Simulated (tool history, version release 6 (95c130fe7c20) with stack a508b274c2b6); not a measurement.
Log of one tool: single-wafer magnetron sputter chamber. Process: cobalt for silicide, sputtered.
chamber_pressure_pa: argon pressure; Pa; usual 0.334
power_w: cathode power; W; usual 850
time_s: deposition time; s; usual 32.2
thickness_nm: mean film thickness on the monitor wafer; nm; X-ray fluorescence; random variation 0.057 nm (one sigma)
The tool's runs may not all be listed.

run,hour,chamber_pressure_pa,power_w,time_s,wafers since the last listed run,wafers on the sputter target,hours since the last manometer calibration,hours since the magnet pack was replaced,hours since the gauge calibration,"read-back reference wafer on the same gauge, thickness_nm",thickness_nm
1,0,0.334,850,32.2,0,4449,1966.7,8678.1,748.7,12.994,12.372
2,74.9,0.334,1000,32.2,1975,6425,2041.6,8753,823.6,13.011,13.894
# hour 102.3: sputter target and shields replaced
3,177.2,0.334,1000,32.2,2487,1974,2143.9,8855.3,925.9,13,14.325
4,232.3,0.334,1000,32.2,1453,3428,2199,8910.4,981,13.011,14.2
5,295.6,0.334,850,32.2,1669,5098,2262.3,8973.7,1044.3,13.006,12.318
6,356.6,0.334,850,32.2,1609,6707,2323.3,9034.7,1105.3,12.991,12.369
# hour 367.8: sputter target and shields replaced
7,442.3,0.334,850,33.7,2049,1965,2409,9120.4,1191,13.004,13.348
8,481.1,0.334,850,33.7,1023,2989,2447.8,9159.2,1229.8,12.998,13.096
# hour 520.3: magnet pack replaced
# hour 545.3: capacitance manometer re-zeroed and calibrated
9,573,0.361,850,29.2,2002,4991,27.7,52.7,1321.7,12.99,11.197
# hour 590.2: gauge calibrated
# hour 618.4: sputter target and shields replaced
10,649.7,0.216,950,29.2,1812,826,104.4,129.4,59.5,12.98,13.019
11,717.2,0.334,850,33.7,1780,2606,171.9,196.9,127,13.008,13.135
12,813.6,0.334,950,32.2,2543,5149,268.3,293.3,223.4,12.99,13.498
13,857.6,0.21,950,34.5,1160,6310,312.3,337.3,267.4,12.995,14.816
# hour 886.1: sputter target and shields replaced
14,961.4,0.334,850,32.2,2527,1987,416.1,441.1,371.2,13.01,12.621
15,1000.9,0.334,850,32.2,1042,3029,455.6,480.6,410.7,12.996,12.433
16,1067.2,0.334,950,32.2,1749,4778,521.9,546.9,477,13.007,13.457
# hour 1111.8: sputter target and shields replaced
17,1144.5,0.334,700,32.2,1828,863,599.2,624.2,554.3,13.01,11.136
18,1208.2,0.334,1000,27.5,1680,2544,662.9,687.9,618,13.019,12.188

What the log doesn't show, run by run:
true argon pressure above the setpoint (%): 0 in every run
gauge reads high (%): 0 in every run
H1: deposition rate above that of a new target (%)
run,H1
1,-6.06
2,-6.52
3,-3.87
4,-5.09
5,-5.76
6,-6.06
7,-3.78
8,-4.73
9,-5.76
10,-2.02
11,-4.41
12,-5.69
13,-5.92
14,-4.58
15,-5.52
16,-6.36
17,-2.38
18,-4.64
